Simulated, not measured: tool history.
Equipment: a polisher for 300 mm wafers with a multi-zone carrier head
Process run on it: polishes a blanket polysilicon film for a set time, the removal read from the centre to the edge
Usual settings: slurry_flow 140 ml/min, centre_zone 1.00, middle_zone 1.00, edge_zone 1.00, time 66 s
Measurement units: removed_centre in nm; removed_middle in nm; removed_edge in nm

run,hour,slurry_flow,centre_zone,middle_zone,edge_zone,time,"incoming thickness of the incoming film, nm",removed_centre,removed_middle,removed_edge
1,0.0,140,1.00,1.00,1.00,59,1979.0,451.3,433.3,442.4
# hour 10.4: worn pad replaced by a new one
2,11.2,140,1.00,1.00,1.00,66,1974.1,499.6,498.2,487.6
3,20.4,140,1.00,1.08,1.00,66,2001.8,498.3,514.1,481.5
4,33.0,140,1.00,1.08,1.00,66,2028.7,504.4,524.4,490.0
5,48.8,140,1.00,1.00,1.00,66,2005.9,504.8,487.2,492.8
6,57.3,140,1.08,1.08,1.00,66,2028.0,548.6,523.2,497.5
7,64.6,140,1.08,1.08,1.00,66,2016.0,526.8,524.9,486.0
8,71.2,140,1.00,1.00,1.00,66,2040.7,499.8,486.7,499.2
9,80.4,140,1.00,1.00,1.00,66,1979.3,504.8,494.2,481.5
# hour 83.8: edge zone pressure recalibrated
# hour 100.0: centre zone pressure recalibrated
10,120.9,90,1.00,0.96,1.00,66,2015.3,434.7,417.7,436.1
11,129.0,190,1.00,1.04,1.00,60,1999.9,494.5,485.6,466.5
# hour 133.9: slurry nozzle cleaned
# hour 139.1: carrier head's membrane replaced by a new one
# hour 147.2: worn pad replaced by a new one
12,147.7,165,0.96,1.00,0.96,83,1999.6,634.2,640.8,617.4
13,160.2,140,1.00,1.00,1.11,46,1975.4,352.9,341.6,361.0
14,174.7,105,1.00,1.09,1.00,66,1978.1,461.8,486.4,463.7
15,184.9,140,1.00,1.08,1.00,66,2019.7,499.8,525.3,479.2
16,200.5,140,1.00,1.11,1.00,66,1970.7,519.3,531.4,490.7

Here are 4 independent what-if runs from the current tool condition. What would each one return?
A,200.9,185,1.00,1.00,1.00,66,1976.1,?,?,?
B,200.9,140,1.00,1.00,1.10,66,1976.1,?,?,?
C,200.9,140,1.04,1.00,1.00,66,1976.1,?,?,?
D,200.9,95,1.05,1.00,1.06,49,1976.1,?,?,?

run,removed_centre,removed_middle,removed_edge
A,548.7,526.7,518.4
B,516.6,499.3,522.8
C,537.5,499.3,498.7
D,355.2,332.2,353.3
With the hidden condition removed and each run's random variation left untouched, the same runs would have given:
run,removed_centre,removed_middle,removed_edge
A,548.7,526.7,518.4
B,516.6,499.3,522.8
C,537.5,499.3,498.7
D,355.2,332.2,353.3
